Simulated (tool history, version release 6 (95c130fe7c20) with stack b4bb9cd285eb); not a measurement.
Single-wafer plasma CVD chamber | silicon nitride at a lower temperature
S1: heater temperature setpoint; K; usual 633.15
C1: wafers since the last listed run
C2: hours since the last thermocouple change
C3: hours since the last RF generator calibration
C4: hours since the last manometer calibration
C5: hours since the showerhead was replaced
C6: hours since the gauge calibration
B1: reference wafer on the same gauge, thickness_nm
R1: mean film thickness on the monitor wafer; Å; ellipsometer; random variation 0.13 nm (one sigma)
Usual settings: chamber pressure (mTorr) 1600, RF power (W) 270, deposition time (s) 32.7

{"run": 1, "hour": 0.0, "S1": 633.15, "chamber pressure (mTorr)": 1600, "RF power (W)": 270, "deposition time (s)": 32.7, "C1": 0, "C2": 870.4, "C3": 1040.0, "C4": 816.5, "C5": 3194.9, "C6": 636.8, "B1": 36.18, "R1": 333.56}
{"run": 2, "hour": 68.4, "S1": 627.15, "chamber pressure (mTorr)": 1600, "RF power (W)": 270, "deposition time (s)": 32.7, "C1": 1117, "C2": 938.8, "C3": 1108.4, "C4": 884.9, "C5": 3263.3, "C6": 705.2, "B1": 36.093, "R1": 331.34}
{"run": 3, "hour": 121.1, "S1": 633.15, "chamber pressure (mTorr)": 1600, "RF power (W)": 270, "deposition time (s)": 32.7, "C1": 860, "C2": 991.5, "C3": 1161.1, "C4": 937.6, "C5": 3316.0, "C6": 757.9, "B1": 36.09, "R1": 331.7}
{"run": 4, "hour": 151.3, "S1": 633.15, "chamber pressure (mTorr)": 1400, "RF power (W)": 270, "deposition time (s)": 32.7, "C1": 493, "C2": 1021.7, "C3": 1191.3, "C4": 967.8, "C5": 3346.2, "C6": 788.1, "B1": 36.067, "R1": 321.83}
{"run": 5, "hour": 220.9, "S1": 633.15, "chamber pressure (mTorr)": 1400, "RF power (W)": 270, "deposition time (s)": 32.7, "C1": 1137, "C2": 1091.3, "C3": 1260.9, "C4": 1037.4, "C5": 3415.8, "C6": 857.7, "B1": 36.022, "R1": 320.16}
{"run": 6, "hour": 262.0, "S1": 633.15, "chamber pressure (mTorr)": 1380, "RF power (W)": 270, "deposition time (s)": 32.7, "C1": 671, "C2": 1132.4, "C3": 1302.0, "C4": 1078.5, "C5": 3456.9, "C6": 898.8, "B1": 35.995, "R1": 319.9}
{"run": 7, "hour": 299.3, "S1": 633.15, "chamber pressure (mTorr)": 1600, "RF power (W)": 270, "deposition time (s)": 32.7, "C1": 609, "C2": 1169.7, "C3": 1339.3, "C4": 1115.8, "C5": 3494.2, "C6": 936.1, "B1": 35.964, "R1": 332.1}
{"run": 8, "hour": 335.7, "S1": 633.15, "chamber pressure (mTorr)": 1600, "RF power (W)": 270, "deposition time (s)": 32.7, "C1": 594, "C2": 1206.1, "C3": 1375.7, "C4": 1152.2, "C5": 3530.6, "C6": 972.5, "B1": 35.949, "R1": 332.93}
{"run": 9, "hour": 403.1, "S1": 633.15, "chamber pressure (mTorr)": 1760, "RF power (W)": 255, "deposition time (s)": 32.7, "C1": 1101, "C2": 1273.5, "C3": 1443.1, "C4": 1219.6, "C5": 3598.0, "C6": 1039.9, "B1": 35.956, "R1": 317.52}
{"run": 10, "hour": 456.5, "S1": 633.15, "chamber pressure (mTorr)": 1760, "RF power (W)": 255, "deposition time (s)": 32.7, "C1": 872, "C2": 1326.9, "C3": 1496.5, "C4": 1273.0, "C5": 3651.4, "C6": 1093.3, "B1": 35.908, "R1": 322.03}
{"run": 11, "hour": 515.6, "S1": 633.15, "chamber pressure (mTorr)": 1760, "RF power (W)": 255, "deposition time (s)": 32.7, "C1": 965, "C2": 1386.0, "C3": 1555.6, "C4": 1332.1, "C5": 3710.5, "C6": 1152.4, "B1": 35.892, "R1": 316.47}
{"run": 12, "hour": 582.2, "S1": 633.15, "chamber pressure (mTorr)": 1600, "RF power (W)": 270, "deposition time (s)": 32.7, "C1": 1088, "C2": 1452.6, "C3": 1622.2, "C4": 1398.7, "C5": 3777.1, "C6": 1219.0, "B1": 35.881, "R1": 328.76}
{"hour": 616.2, "done": "showerhead replaced"}
{"run": 13, "hour": 653.2, "S1": 633.15, "chamber pressure (mTorr)": 1600, "RF power (W)": 270, "deposition time (s)": 32.7, "C1": 1029, "C2": 1523.6, "C3": 1693.2, "C4": 1469.7, "C5": 37.0, "C6": 1290.0, "B1": 35.821, "R1": 329.01}
{"run": 14, "hour": 690.0, "S1": 639.15, "chamber pressure (mTorr)": 1930, "RF power (W)": 315, "deposition time (s)": 28.2, "C1": 601, "C2": 1560.4, "C3": 1730.0, "C4": 1506.5, "C5": 73.8, "C6": 1326.8, "B1": 35.846, "R1": 342.25}
{"run": 15, "hour": 727.2, "S1": 633.15, "chamber pressure (mTorr)": 1600, "RF power (W)": 270, "deposition time (s)": 32.7, "C1": 607, "C2": 1597.6, "C3": 1767.2, "C4": 1543.7, "C5": 111.0, "C6": 1364.0, "B1": 35.832, "R1": 332.48}
{"run": 16, "hour": 755.6, "S1": 633.15, "chamber pressure (mTorr)": 1600, "RF power (W)": 270, "deposition time (s)": 36.0, "C1": 463, "C2": 1626.0, "C3": 1795.6, "C4": 1572.1, "C5": 139.4, "C6": 1392.4, "B1": 35.845, "R1": 361.93}
{"run": 17, "hour": 799.9, "S1": 633.15, "chamber pressure (mTorr)": 1890, "RF power (W)": 225, "deposition time (s)": 28.7, "C1": 723, "C2": 1670.3, "C3": 1839.9, "C4": 1616.4, "C5": 183.7, "C6": 1436.7, "B1": 35.816, "R1": 248.37}

The next listed run, before its measurement:
{"run": 18, "hour": 865.6, "S1": 633.15, "chamber pressure (mTorr)": 1600, "RF power (W)": 270, "deposition time (s)": 32.7, "C1": 1073, "C2": 1736.0, "C3": 1905.6, "C4": 1682.1, "C5": 249.4, "C6": 1502.4, "B1": "?", "R1": "?"}

Run 18 gave B1 35.770, R1 330.19 Å.
Without the tool's hidden state the same run would have given R1 345.02 Å.

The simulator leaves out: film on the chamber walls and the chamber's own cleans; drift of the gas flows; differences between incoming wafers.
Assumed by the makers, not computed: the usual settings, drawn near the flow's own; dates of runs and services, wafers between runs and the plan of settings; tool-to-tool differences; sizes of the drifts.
